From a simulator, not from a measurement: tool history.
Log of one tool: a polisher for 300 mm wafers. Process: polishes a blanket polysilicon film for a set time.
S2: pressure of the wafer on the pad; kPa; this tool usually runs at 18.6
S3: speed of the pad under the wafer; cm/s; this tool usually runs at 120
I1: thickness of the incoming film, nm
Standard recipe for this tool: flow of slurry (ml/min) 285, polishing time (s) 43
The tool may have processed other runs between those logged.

{"run": 1, "hour": 0.0, "flow of slurry (ml/min)": 285, "S2": 18.6, "S3": 120, "polishing time (s)": 43, "I1": 1751.0, "film removed (nm)": 432.3}
{"hour": 40.9, "done": "worn pad replaced by a new one"}
{"hour": 52.3, "done": "slurry nozzle cleaned"}
{"run": 2, "hour": 92.6, "flow of slurry (ml/min)": 285, "S2": 18.6, "S3": 120, "polishing time (s)": 43, "I1": 1727.3, "film removed (nm)": 437.4}
{"run": 3, "hour": 180.4, "flow of slurry (ml/min)": 285, "S2": 18.6, "S3": 120, "polishing time (s)": 43, "I1": 1753.6, "film removed (nm)": 433.7}
{"run": 4, "hour": 280.9, "flow of slurry (ml/min)": 285, "S2": 18.6, "S3": 120, "polishing time (s)": 43, "I1": 1735.9, "film removed (nm)": 440.4}
{"run": 5, "hour": 378.7, "flow of slurry (ml/min)": 285, "S2": 18.6, "S3": 120, "polishing time (s)": 43, "I1": 1767.6, "film removed (nm)": 436.7}
{"run": 6, "hour": 452.1, "flow of slurry (ml/min)": 285, "S2": 13.8, "S3": 120, "polishing time (s)": 43, "I1": 1764.3, "film removed (nm)": 330.4}
{"hour": 494.9, "done": "head pressure recalibrated"}
{"run": 7, "hour": 529.3, "flow of slurry (ml/min)": 285, "S2": 13.8, "S3": 120, "polishing time (s)": 43, "I1": 1749.0, "film removed (nm)": 329.7}
{"run": 8, "hour": 571.2, "flow of slurry (ml/min)": 285, "S2": 13.8, "S3": 120, "polishing time (s)": 43, "I1": 1731.7, "film removed (nm)": 329.2}
{"run": 9, "hour": 679.0, "flow of slurry (ml/min)": 285, "S2": 18.6, "S3": 120, "polishing time (s)": 35, "I1": 1746.8, "film removed (nm)": 357.7}
{"hour": 719.5, "done": "slurry nozzle cleaned"}
{"run": 10, "hour": 764.1, "flow of slurry (ml/min)": 285, "S2": 18.6, "S3": 120, "polishing time (s)": 35, "I1": 1761.9, "film removed (nm)": 354.2}
{"hour": 794.1, "done": "worn pad replaced by a new one"}
{"run": 11, "hour": 864.4, "flow of slurry (ml/min)": 285, "S2": 18.6, "S3": 120, "polishing time (s)": 35, "I1": 1755.5, "film removed (nm)": 354.7}
{"run": 12, "hour": 943.8, "flow of slurry (ml/min)": 285, "S2": 18.6, "S3": 120, "polishing time (s)": 43, "I1": 1747.8, "film removed (nm)": 436.5}
{"run": 13, "hour": 1048.8, "flow of slurry (ml/min)": 285, "S2": 18.6, "S3": 120, "polishing time (s)": 43, "I1": 1753.4, "film removed (nm)": 437.9}
{"run": 14, "hour": 1128.0, "flow of slurry (ml/min)": 285, "S2": 18.6, "S3": 120, "polishing time (s)": 43, "I1": 1760.7, "film removed (nm)": 435.0}
{"run": 15, "hour": 1233.9, "flow of slurry (ml/min)": 285, "S2": 18.6, "S3": 120, "polishing time (s)": 43, "I1": 1758.8, "film removed (nm)": 440.6}
{"run": 16, "hour": 1300.5, "flow of slurry (ml/min)": 285, "S2": 18.6, "S3": 120, "polishing time (s)": 43, "I1": 1793.0, "film removed (nm)": 439.3}
{"hour": 1321.4, "done": "head pressure recalibrated"}
{"run": 17, "hour": 1339.6, "flow of slurry (ml/min)": 185, "S2": 23.4, "S3": 120, "polishing time (s)": 55, "I1": 1745.5, "film removed (nm)": 666.2}
{"run": 18, "hour": 1415.1, "flow of slurry (ml/min)": 285, "S2": 18.6, "S3": 120, "polishing time (s)": 43, "I1": 1754.5, "film removed (nm)": 440.2}
{"hour": 1420.6, "done": "worn pad replaced by a new one"}
{"hour": 1437.7, "done": "slurry nozzle cleaned"}
{"run": 19, "hour": 1467.3, "flow of slurry (ml/min)": 285, "S2": 18.6, "S3": 120, "polishing time (s)": 43, "I1": 1758.4, "film removed (nm)": 431.7}
{"run": 20, "hour": 1545.8, "flow of slurry (ml/min)": 285, "S2": 18.6, "S3": 120, "polishing time (s)": 43, "I1": 1781.1, "film removed (nm)": 432.4}
{"run": 21, "hour": 1639.9, "flow of slurry (ml/min)": 285, "S2": 22.1, "S3": 102, "polishing time (s)": 51, "I1": 1751.3, "film removed (nm)": 517.3}
{"run": 22, "hour": 1744.6, "flow of slurry (ml/min)": 205, "S2": 14.5, "S3": 136, "polishing time (s)": 36, "I1": 1736.6, "film removed (nm)": 320.1}
{"run": 23, "hour": 1826.9, "flow of slurry (ml/min)": 285, "S2": 18.6, "S3": 120, "polishing time (s)": 43, "I1": 1747.6, "film removed (nm)": 433.2}
{"run": 24, "hour": 1880.3, "flow of slurry (ml/min)": 285, "S2": 18.6, "S3": 120, "polishing time (s)": 43, "I1": 1734.7, "film removed (nm)": 435.6}
{"run": 25, "hour": 1946.3, "flow of slurry (ml/min)": 285, "S2": 24.1, "S3": 120, "polishing time (s)": 31, "I1": 1798.2, "film removed (nm)": 406.7}
{"hour": 2023.1, "done": "worn pad replaced by a new one"}
{"run": 26, "hour": 2032.9, "flow of slurry (ml/min)": 360, "S2": 18.6, "S3": 120, "polishing time (s)": 43, "I1": 1758.2, "film removed (nm)": 440.7}
{"hour": 2036.7, "done": "head pressure recalibrated"}
{"run": 27, "hour": 2109.4, "flow of slurry (ml/min)": 285, "S2": 18.6, "S3": 160, "polishing time (s)": 55, "I1": 1764.4, "film removed (nm)": 739.0}
{"run": 28, "hour": 2207.8, "flow of slurry (ml/min)": 285, "S2": 18.6, "S3": 120, "polishing time (s)": 43, "I1": 1772.5, "film removed (nm)": 438.7}
{"hour": 2216.1, "done": "slurry nozzle cleaned"}
{"run": 29, "hour": 2309.8, "flow of slurry (ml/min)": 375, "S2": 12.4, "S3": 142, "polishing time (s)": 43, "I1": 1743.1, "film removed (nm)": 354.8}
{"run": 30, "hour": 2389.4, "flow of slurry (ml/min)": 285, "S2": 13.1, "S3": 106, "polishing time (s)": 34, "I1": 1738.0, "film removed (nm)": 216.4}
{"run": 31, "hour": 2470.6, "flow of slurry (ml/min)": 365, "S2": 13.8, "S3": 154, "polishing time (s)": 55, "I1": 1787.9, "film removed (nm)": 548.1}
{"run": 32, "hour": 2525.1, "flow of slurry (ml/min)": 195, "S2": 18.6, "S3": 120, "polishing time (s)": 54, "I1": 1771.9, "film removed (nm)": 527.4}
{"run": 33, "hour": 2584.3, "flow of slurry (ml/min)": 285, "S2": 12.4, "S3": 154, "polishing time (s)": 43, "I1": 1755.8, "film removed (nm)": 387.9}
{"run": 34, "hour": 2663.0, "flow of slurry (ml/min)": 355, "S2": 18.6, "S3": 144, "polishing time (s)": 43, "I1": 1758.9, "film removed (nm)": 527.1}
{"hour": 2695.4, "done": "worn pad replaced by a new one"}
{"run": 35, "hour": 2702.3, "flow of slurry (ml/min)": 285, "S2": 18.6, "S3": 120, "polishing time (s)": 43, "I1": 1772.2, "film removed (nm)": 435.5}
{"hour": 2732.3, "done": "head pressure recalibrated"}
{"run": 36, "hour": 2750.4, "flow of slurry (ml/min)": 285, "S2": 22.8, "S3": 120, "polishing time (s)": 43, "I1": 1762.2, "film removed (nm)": 518.7}
{"run": 37, "hour": 2814.5, "flow of slurry (ml/min)": 200, "S2": 18.6, "S3": 154, "polishing time (s)": 30, "I1": 1793.1, "film removed (nm)": 375.0}
{"run": 38, "hour": 2852.3, "flow of slurry (ml/min)": 330, "S2": 22.8, "S3": 86, "polishing time (s)": 52, "I1": 1760.0, "film removed (nm)": 455.4}

State the hidden condition of the tool at each of the runs:
removal rate lost through wear of the pad, %: 0 on each run
slurry flow missing at the pad, %: 0 on each run
deviation of the head's pressure from its setpoint, %: 0 on each run
